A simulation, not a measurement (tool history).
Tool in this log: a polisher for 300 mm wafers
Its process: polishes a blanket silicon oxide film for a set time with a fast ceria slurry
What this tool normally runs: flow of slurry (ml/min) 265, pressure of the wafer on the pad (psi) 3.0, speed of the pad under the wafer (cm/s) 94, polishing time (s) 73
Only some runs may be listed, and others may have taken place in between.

run     day  flow of slurry (ml/min)  pressure of the wafer on the pad (psi)  speed of the pad under the wafer (cm/s)  polishing time (s)  wafers since the last listed run  wafers polished on this pad  hours since the slurry nozzle was cleaned  hours since the head pressure was calibrated  incoming thickness of the incoming film, nm  film removed (nm)
  1   0.000                      265                                     3.0                                       94                  73                                 0                          118                                       14.1                                         982.7                                       3286.1             1232.2
  2   1.192                      265                                     3.0                                       94                  73                               291                          410                                       42.7                                        1011.3                                       3279.3             1240.1
  3   2.296                      265                                     3.0                                       94                  73                               270                          680                                       69.2                                        1037.8                                       3235.9             1240.6
  4   4.317                      265                                     2.6                                       94                  73                               495                         1175                                      117.7                                        1086.3                                       3275.7             1074.4
  5   5.800                      265                                     2.6                                       94                  73                               363                         1539                                      153.3                                        1121.9                                       3263.3             1070.9
  6   7.525                      265                                     3.0                                       94                  73                               422                         1961                                      194.7                                        1163.3                                       3297.4             1214.2
  7   9.567                      265                                     3.0                                       94                  73                               500                         2462                                      243.7                                        1212.3                                       3265.4             1199.7
  8  11.004                      265                                     3.0                                       94                  73                               352                         2814                                      278.2                                        1246.8                                       3264.9             1231.3
     13.596  -- worn pad replaced by a new one
  9  13.617                      265                                     3.0                                       94                  73                               599                            5                                      340.9                                        1309.5                                       3219.1             1202.1
 10  16.096                      210                                     3.4                                       94                  73                               607                          612                                      400.4                                        1369.0                                       3240.0             1275.4
 11  18.100                      210                                     3.4                                       94                  73                               491                         1103                                      448.5                                        1417.1                                       3273.6             1294.4
 12  20.529                      210                                     3.4                                       94                  73                               595                         1698                                      506.8                                        1475.4                                       3267.0             1267.9
     21.238  -- head pressure recalibrated
 13  23.200                      265                                     2.4                                       94                  73                               633                         2332                                      570.9                                          47.1                                       3269.4              913.2
 14  24.567                      265                                     2.4                                       94                  73                               334                         2667                                      603.7                                          79.9                                       3269.3              908.6
     24.854  -- worn pad replaced by a new one
 15  26.162                      265                                     3.0                                       94                  73                               350                          321                                      642.0                                         118.2                                       3258.3             1107.9
     28.146  -- slurry nozzle cleaned
 16  28.425                      265                                     3.0                                       94                  73                               544                          865                                        6.7                                         172.5                                       3261.5             1249.2
 17  30.088                      265                                     3.0                                       94                  73                               407                         1272                                       46.6                                         212.4                                       3296.9             1255.7
 18  33.392                      315                                     3.3                                      112                  58                               809                         2081                                      125.9                                         291.7                                       3224.3             1312.1
 19  34.608                      320                                     3.0                                       94                  73                               298                         2380                                      155.1                                         320.9                                       3221.0             1256.1
 20  36.275                      205                                     2.2                                      112                  57                               408                         2788                                      195.1                                         360.9                                       3202.8              795.5
     38.354  -- worn pad replaced by a new one
 21  38.712                      265                                     3.0                                       94                  73                               556                           87                                      253.6                                         419.4                                       3288.2             1225.1
 22  40.354                      265                                     3.5                                       94                  88                               402                          490                                      293.0                                         458.8                                       3246.4             1716.4
 23  42.200                      325                                     2.7                                       76                  60                               452                          942                                      337.3                                         503.1                                       3262.6              756.6
 24  43.804                      265                                     2.1                                       82                  64                               393                         1335                                      375.8                                         541.6                                       3269.1              659.0
 25  45.075                      265                                     3.0                                       94                  73                               311                         1646                                      406.3                                         572.1                                       3279.0             1200.2
 26  47.775                      215                                     3.3                                       94                  98                               661                         2308                                      471.1                                         636.9                                       3238.8             1687.6
 27  48.962                      195                                     2.0                                       94                  73                               290                         2599                                      499.6                                         665.4                                       3250.7              738.2
     50.346  -- worn pad replaced by a new one
 28  50.367                      265                                     3.0                                       94                  73                               303                            5                                      533.3                                         699.1                                       3278.3             1179.4
 29  52.125                      330                                     3.0                                       94                  92                               430                          436                                      575.5                                         741.3                                       3257.3             1530.6
     54.083  -- slurry nozzle cleaned
 30  54.538                      320                                     3.4                                       94                  73                               580                         1017                                       10.9                                         799.2                                       3224.7             1415.6
 31  56.088                      265                                     3.8                                       94                  73                               379                         1397                                       48.1                                         836.4                                       3256.3             1567.3
 32  58.017                      265                                     3.8                                       94                  73                               472                         1869                                       94.4                                         882.7                                       3215.2             1551.0
 33  60.646                      265                                     2.2                                       94                  73                               644                         2513                                      157.5                                         945.8                                       3305.6              893.4
 34  61.938                      265                                     2.4                                       78                  73                               316                         2830                                      188.5                                         976.8                                       3262.9              809.6

Measured result minus the same run's result without the hidden state. Both carry the same run-to-run variation, though not necessarily the same gauge scatter:
Hidden state present: removal rate lost through wear of the pad, %; slurry flow missing at the pad, %; deviation of the head's pressure from its setpoint, %.
run  film removed (nm)
  1               -8.2
  2              -11.3
  3              -14.3
  4              -17.4
  5              -21.2
  6              -29.7
  7              -36.4
  8              -42.8
  9              -52.7
 10              -87.9
 11             -104.1
 12             -122.4
 13              -83.2
 14              -91.3
 15             -124.9
 16               -2.5
 17               -6.5
 18              -13.2
 19              -15.2
 20              -19.7
 21              -31.1
 22              -51.7
 23              -21.9
 24              -27.3
 25              -55.4
 26             -120.9
 27              -64.4
 28              -82.1
 29              -96.0
 30              -15.9
 31              -27.2
 32              -34.6
 33              -26.6
 34              -27.3

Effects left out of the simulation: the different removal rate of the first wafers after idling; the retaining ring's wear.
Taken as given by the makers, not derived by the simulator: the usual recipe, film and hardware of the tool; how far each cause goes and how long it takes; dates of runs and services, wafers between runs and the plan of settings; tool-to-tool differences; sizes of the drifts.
